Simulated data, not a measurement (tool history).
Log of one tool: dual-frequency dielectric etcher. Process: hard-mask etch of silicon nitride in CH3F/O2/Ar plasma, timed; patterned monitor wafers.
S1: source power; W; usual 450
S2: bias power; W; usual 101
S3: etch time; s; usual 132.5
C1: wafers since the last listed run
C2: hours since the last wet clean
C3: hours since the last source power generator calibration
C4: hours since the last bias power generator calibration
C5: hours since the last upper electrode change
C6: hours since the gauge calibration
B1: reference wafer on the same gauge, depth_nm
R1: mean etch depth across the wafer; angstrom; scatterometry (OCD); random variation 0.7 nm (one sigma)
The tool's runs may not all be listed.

run 1 day=0.000 | S1=450 S2=101 S3=132.5 | C1=0 C2=24.1 C3=2631.2 C4=2974.1 C5=5190.6 C6=613.1 | B1=118.0 | R1=1002
run 2 day=1.504 | S1=450 S2=101 S3=132.5 | C1=395 C2=60.2 C3=2667.3 C4=3010.2 C5=5226.7 C6=649.2 | B1=118.0 | R1=1004
run 3 day=3.629 | S1=450 S2=101 S3=132.5 | C1=558 C2=111.2 C3=2718.3 C4=3061.2 C5=5277.7 C6=700.2 | B1=117.9 | R1=1023
run 4 day=12.271 | S1=400 S2=101 S3=132.5 | C1=2271 C2=318.6 C3=2925.7 C4=3268.6 C5=5485.1 C6=907.6 | B1=117.9 | R1=965
run 5 day=14.542 | S1=450 S2=101 S3=146.0 | C1=596 C2=373.1 C3=2980.2 C4=3323.1 C5=5539.6 C6=962.1 | B1=118.2 | R1=1102
run 6 day=16.504 | S1=450 S2=101 S3=146.0 | C1=515 C2=420.2 C3=3027.3 C4=3370.2 C5=5586.7 C6=1009.2 | B1=118.0 | R1=1132
-- day=17.362 gauge calibrated
-- day=19.017 wet clean of the chamber
-- day=19.846 upper electrode replaced
run 7 day=19.867 | S1=450 S2=101 S3=132.5 | C1=403 C2=20.4 C3=3108.0 C4=3450.9 C5=0.5 C6=60.1 | B1=118.0 | R1=997
run 8 day=21.633 | S1=390 S2=101 S3=164.0 | C1=464 C2=62.8 C3=3150.4 C4=3493.3 C5=42.9 C6=102.5 | B1=117.9 | R1=1175
run 9 day=24.604 | S1=450 S2=101 S3=132.5 | C1=780 C2=134.1 C3=3221.7 C4=3564.6 C5=114.2 C6=173.8 | B1=118.0 | R1=1019
run 10 day=26.688 | S1=450 S2=101 S3=132.5 | C1=547 C2=184.1 C3=3271.7 C4=3614.6 C5=164.2 C6=223.8 | B1=118.0 | R1=1008
-- day=28.167 source power generator calibrated
run 11 day=29.683 | S1=450 S2=101 S3=132.5 | C1=743 C2=256.0 C3=36.4 C4=3686.5 C5=236.1 C6=295.7 | B1=117.8 | R1=1007
run 12 day=32.442 | S1=360 S2=111 S3=132.5 | C1=724 C2=322.2 C3=102.6 C4=3752.7 C5=302.3 C6=361.9 | B1=118.1 | R1=941
run 13 day=35.146 | S1=450 S2=101 S3=132.5 | C1=710 C2=387.1 C3=167.5 C4=3817.6 C5=367.2 C6=426.8 | B1=118.0 | R1=1018
-- day=35.954 bias power generator calibrated
-- day=37.196 wet clean of the chamber
run 14 day=37.217 | S1=450 S2=118 S3=162.0 | C1=237 C2=0.5 C3=217.2 C4=30.3 C5=416.9 C6=476.5 | B1=118.0 | R1=1284
run 15 day=39.475 | S1=450 S2=101 S3=132.5 | C1=593 C2=54.7 C3=271.4 C4=84.5 C5=471.1 C6=530.7 | B1=117.9 | R1=1007
run 16 day=41.971 | S1=450 S2=101 S3=154.5 | C1=655 C2=114.6 C3=331.3 C4=144.4 C5=531.0 C6=590.6 | B1=118.1 | R1=1181
run 17 day=44.900 | S1=390 S2=113 S3=146.0 | C1=769 C2=184.9 C3=401.6 C4=214.7 C5=601.3 C6=660.9 | B1=117.8 | R1=1082
run 18 day=47.033 | S1=510 S2=101 S3=148.5 | C1=560 C2=236.1 C3=452.8 C4=265.9 C5=652.5 C6=712.1 | B1=117.9 | R1=1204
run 19 day=48.721 | S1=450 S2=101 S3=132.5 | C1=443 C2=276.6 C3=493.3 C4=306.4 C5=693.0 C6=752.6 | B1=118.1 | R1=1008
run 20 day=49.792 | S1=480 S2=101 S3=107.5 | C1=281 C2=302.3 C3=519.0 C4=332.1 C5=718.7 C6=778.3 | B1=118.3 | R1=849

How the hidden state differs across the entries between the runs, from the last listed run before each to the first after it:
Between runs 6 and 7: gauge calibrated (day 17.362); wet clean of the chamber (day 19.017); upper electrode replaced (day 19.846)
  no hidden state differs between the two runs
Between runs 10 and 11: source power generator calibrated (day 28.167)
  no hidden state differs between the two runs
Between runs 13 and 14: bias power generator calibrated (day 35.954); wet clean of the chamber (day 37.196)
  no hidden state differs between the two runs
